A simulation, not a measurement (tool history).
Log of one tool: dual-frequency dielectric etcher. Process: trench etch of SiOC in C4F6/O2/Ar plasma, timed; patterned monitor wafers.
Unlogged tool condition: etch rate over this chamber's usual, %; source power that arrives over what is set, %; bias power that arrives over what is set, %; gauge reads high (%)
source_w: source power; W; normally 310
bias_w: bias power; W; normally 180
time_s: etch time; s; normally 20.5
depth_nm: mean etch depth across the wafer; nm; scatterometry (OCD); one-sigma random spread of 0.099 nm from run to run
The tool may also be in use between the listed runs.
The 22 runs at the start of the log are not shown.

run	hour	source_w	bias_w	time_s	wafers since the last listed run	hours since the last wet clean	hours since the last source power generator calibration	hours since the last bias power generator calibration	hours since the last upper electrode change	hours since the gauge calibration	read-back reference wafer on the same gauge, depth_nm	depth_nm
23	2215.0	310	180	17.0	4655	508.1	805.7	629.7	372.4	1783.1	38.12	31.96
24	2266.3	310	180	20.5	840	559.4	857.0	681.0	423.7	1834.4	38.10	38.63
25	2319.9	310	180	20.5	878	613.0	910.6	734.6	477.3	1888.0	38.09	38.49
26	2426.8	380	162	16.0	1751	719.9	1017.5	841.5	584.2	1994.9	38.10	31.53
# hour 2498.6: wet clean of the chamber
27	2534.6	310	208	26.0	1372	36.0	1125.3	949.3	692.0	2102.7	38.10	51.33
28	2641.5	280	212	15.0	1751	142.9	1232.2	1056.2	798.9	2209.6	38.11	28.67
29	2713.1	290	180	20.5	1172	214.5	1303.8	1127.8	870.5	2281.2	38.09	37.47
30	2952.1	240	201	18.0	3915	453.5	1542.8	1366.8	1109.5	2520.2	38.10	31.26
31	3012.8	260	180	23.0	994	514.2	1603.5	1427.5	1170.2	2580.9	38.12	40.16

3 options for the next run, each taken on its own from the tool as it stands now. Forecast them:
A	3013.2	310	180	24.0	6	514.6	1603.9	1427.9	1170.6	2581.3	?	?
B	3013.2	310	146	18.0	6	514.6	1603.9	1427.9	1170.6	2581.3	?	?
C	3013.2	250	168	15.5	6	514.6	1603.9	1427.9	1170.6	2581.3	?	?

run	read-back reference wafer on the same gauge, depth_nm	depth_nm
A	38.12	45.24
B	38.12	31.66
C	38.12	25.97
What these runs would have given with no unlogged condition in the tool:
run	depth_nm
A	45.24
B	31.67
C	25.97
